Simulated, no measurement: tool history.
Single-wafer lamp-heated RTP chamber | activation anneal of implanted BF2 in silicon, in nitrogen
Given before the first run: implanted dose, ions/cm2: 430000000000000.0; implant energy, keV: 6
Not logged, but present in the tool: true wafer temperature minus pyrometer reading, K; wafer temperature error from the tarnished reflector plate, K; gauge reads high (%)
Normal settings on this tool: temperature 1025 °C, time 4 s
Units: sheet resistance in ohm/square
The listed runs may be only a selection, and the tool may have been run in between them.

run    hour  temperature  time  wafers since the last listed run  wafers since the last pyrometer calibration  wafers since the reflector plate was cleaned  hours since the gauge calibration  read-back reference wafer on the same gauge, sheet resistance  sheet resistance
  1       0         1025     4                                 0                                         7875                                          8281                              520.4                                                         425.23            460.12
  2    35.3         1025     3                               885                                         8761                                          9166                              555.7                                                         425.32            474.98
       75.7  -- reflector plate cleaned
  3   102.5         1012     4                              1484                                        10246                                           671                              622.9                                                         424.83            494.44
      111.7  -- pyrometer window cleaned and pyrometer calibrated
  4   164.4         1012     4                              1352                                         1323                                          2023                              684.8                                                         425.58            493.72
  5   231.1         1040     4                              1673                                         2996                                          3697                              751.5                                                         424.89            431.38
  6   287.8         1040     4                              1422                                         4418                                          5119                              808.2                                                         425.08            432.12
  7     312         1025     4                               607                                         5025                                          5726                              832.4                                                         424.79            461.42
  8   383.8         1025     4                              1801                                         6826                                          7527                              904.2                                                         424.79            458.93
  9   430.6         1025     5                              1173                                         8000                                          8701                                951                                                         424.37            447.34
      483.4  -- reflector plate cleaned
 10   502.4         1025     4                              1600                                         9600                                           476                             1022.8                                                         424.84            464.01
 11   531.2         1025     4                               722                                        10323                                          1198                             1051.6                                                         425.12            461.52
      593.2  -- pyrometer window cleaned and pyrometer calibrated
 12   593.7         1010     5                              1367                                           13                                          2566                             1114.1                                                         425.14               483
 13   662.3         1010     5                              1720                                         1734                                          4286                             1182.7                                                         424.84            483.16
 14   835.3         1010     5                              4339                                         6073                                          8626                             1355.7                                                         425.14             481.4
 15   869.7         1025     6                               862                                         6936                                          9489                             1390.1                                                         424.52            436.32
      894.9  -- reflector plate cleaned
 16   905.6         1025     4                               699                                         7636                                           267                               1426                                                         425.09            463.95
 17   953.3         1006     6                              1196                                         8833                                          1464                             1473.7                                                         425.05            481.48
 18   982.5         1009     3                               732                                         9565                                          2196                             1502.9                                                         425.15            522.66
     1023.9  -- gauge calibrated
 19  1033.8         1045     4                              1286                                        10852                                          3483                                9.9                                                         424.97            426.37
     1075.8  -- pyrometer window cleaned and pyrometer calibrated
 20    1093         1025     4                              1284                                          431                                          4767                               69.1                                                         425.31            461.37
 21  1164.8         1025     4                              1801                                         2232                                          6568                              140.9                                                         424.84            461.89
 22  1233.1         1003     6                              1713                                         3945                                          8282                              209.2                                                         425.21            485.61
 23  1368.5         1040     6                              3396                                         7342                                         11678                              344.6                                                         424.71            412.27
     1386.2  -- reflector plate cleaned
 24  1393.2         1054     6                               418                                         7761                                           176                              369.3                                                         424.93               396
 25  1421.1         1013     3                               699                                         8460                                           876                              397.2                                                         424.79             512.2
 26  1451.1         1004     3                               752                                         9213                                          1628                              427.2                                                         425.52            538.45
 27  1507.9         1053     5                              1424                                        10638                                          3053                                484                                                         425.05            405.01
     1531.4  -- pyrometer window cleaned and pyrometer calibrated
 28  1552.3         1010     4                               913                                          525                                          3966                              528.4                                                         425.53            500.05
 29  1621.7         1040     6                              1740                                         2266                                          5707                              597.8                                                         425.04             416.3
 30    1719         1042     5                              2440                                         4707                                          8147                              695.1                                                         425.09            420.83
 31  1770.7         1025     4                              1296                                         6003                                          9444                              746.8                                                          424.7            459.76
     1798.8  -- reflector plate cleaned
 32  1840.3         1025     4                              1545                                         7549                                          1042                              816.4                                                         424.85            464.01
 33  1877.4         1002     4                               930                                         8479                                          1972                              853.5                                                         424.71            527.72
 34  1932.3         1015     4                              1377                                         9856                                          3349                              908.4                                                          424.7            485.92
     1982.7  -- pyrometer window cleaned and pyrometer calibrated
 35  1983.2         1038     6                              1076                                           12                                          4425                              959.3                                                         424.89            418.67
 36  2017.1         1033     3                               850                                          863                                          5276                              993.2                                                          425.4            459.23
 37  2055.6          997     5                               965                                         1828                                          6241                             1031.7                                                         425.06            522.04

The tool's hidden state at each run:
true wafer temperature minus pyrometer reading, K: 0 across all the runs
gauge reads high (%): 0 across all the runs
H1: wafer temperature error from the tarnished reflector plate, K
run     H1
  1   2.12
  2   2.33
  3  0.447
  4  0.808
  5    1.2
  6   1.53
  7   1.67
  8   2.09
  9   2.36
 10  0.621
 11  0.789
 12   1.15
 13   1.55
 14   2.57
 15   2.77
 16  0.174
 17  0.453
 18  0.623
 19  0.923
 20   1.27
 21   1.69
 22   2.09
 23   2.88
 24  0.104
 25  0.267
 26  0.442
 27  0.774
 28   1.03
 29   1.44
 30   2.01
 31   2.31
 32  0.255
 33  0.472
 34  0.792
 35   1.09
 36   1.29
 37   1.51
